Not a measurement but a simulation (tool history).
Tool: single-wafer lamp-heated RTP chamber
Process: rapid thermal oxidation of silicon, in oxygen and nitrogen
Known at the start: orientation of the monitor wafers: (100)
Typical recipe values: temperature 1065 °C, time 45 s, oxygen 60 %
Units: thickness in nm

run     day  temperature  time  oxygen  wafers since the last listed run  wafers since the last pyrometer calibration  hours since the oxygen flow controller was replaced  hours since the gauge calibration  read-back reference wafer on the same gauge, thickness  thickness
  1       0         1065    45      60                                 0                                         2222                                               1044.3                              170.8                                                   7.557       7.55
  2   3.412         1065    45      60                               529                                         2752                                               1126.2                              252.7                                                   7.562      7.538
  3   5.133         1065    45      60                               267                                         3019                                               1167.5                                294                                                   7.548      7.586
  4   7.846         1047    54      60                               421                                         3440                                               1232.6                              359.1                                                   7.552      7.337
  5  12.108         1047    54      60                               661                                         4102                                               1334.9                              461.4                                                   7.554      7.364
  6  13.688         1047    54      60                               245                                         4347                                               1372.8                              499.3                                                   7.565      7.489
  7  17.938         1065    45      39                               659                                         5007                                               1474.8                              601.3                                                   7.588      6.666
  8  20.483         1065    45      60                               395                                         5402                                               1535.9                              662.4                                                   7.559      7.792
     21.388  -- pyrometer window cleaned and pyrometer calibrated
  9  22.317         1065    45      60                               232                                          144                                               1579.9                              706.4                                                   7.541      7.368
 10  24.867         1065    45      60                               395                                          540                                               1641.1                              767.6                                                   7.545      7.429
 11  28.038         1065    45      60                               492                                         1032                                               1717.2                              843.7                                                   7.558      7.485
 12  36.779         1058    34      60                              1357                                         2389                                                 1927                             1053.5                                                   7.532      6.371
     38.704  -- gauge calibrated
 13  40.175         1058    34      60                               527                                         2917                                               2008.5                               35.3                                                   7.562      6.452
 14    44.6         1058    34      60                               687                                         3604                                               2114.7                              141.5                                                   7.557       6.47
 15  46.708         1065    45      60                               327                                         3931                                               2165.3                              192.1                                                    7.57      7.785
 16   49.15         1085    45      60                               379                                         4310                                               2223.9                              250.7                                                   7.563      8.832
 17  51.988         1065    45      39                               440                                         4751                                                 2292                              318.8                                                    7.57      6.651
 18  53.792         1065    45      60                               280                                         5031                                               2335.3                              362.1                                                   7.558       7.78
     55.075  -- oxygen flow controller replaced
 19  56.404         1065    45      84                               353                                         5385                                                 31.9                              424.8                                                   7.562      8.861
     56.788  -- pyrometer window cleaned and pyrometer calibrated
 20  59.154         1054    63      60                               375                                          367                                                 97.9                              490.8                                                   7.572      8.049
 21  61.704         1043    38      37                               395                                          763                                                159.1                                552                                                   7.559      5.135
 22  64.133         1082    45      33                               377                                         1140                                                217.4                              610.3                                                    7.56      6.781
 23  65.912         1088    39      75                               276                                         1416                                                260.1                                653                                                    7.57      8.864
 24  69.629         1052    56      42                               577                                         1993                                                349.3                              742.2                                                   7.558      6.732
 25  72.962         1047    54      60                               517                                         2511                                                429.3                              822.2                                                   7.563      7.302
 26  76.362         1054    54      78                               527                                         3039                                                510.9                              903.8                                                   7.577      8.467
 27  79.217         1074    62      32                               443                                         3482                                                579.4                              972.3                                                   7.571      7.573
 28  81.042         1074    58      45                               283                                         3765                                                623.2                             1016.1                                                   7.563      8.238

What if the next run were any one of these 4? Each begins from the tool's condition after run 28:
  A  81.058         1082    45      60                                 2                                         3768                                                623.6                             1016.5                                                       ?          ?
  B  81.058         1042    56      77                                 2                                         3768                                                623.6                             1016.5                                                       ?          ?
  C  81.058         1065    45      71                                 2                                         3768                                                623.6                             1016.5                                                       ?          ?
  D  81.058         1065    31      88                                 2                                         3768                                                623.6                             1016.5                                                       ?          ?

run  read-back reference wafer on the same gauge, thickness  thickness
  A                                                   7.562      8.635
  B                                                   7.562      7.965
  C                                                   7.562      8.206
  D                                                   7.562      7.535
What these runs would have given with no unlogged condition in the tool:
run  thickness
  A      8.279
  B      7.616
  C      7.858
  D      7.216
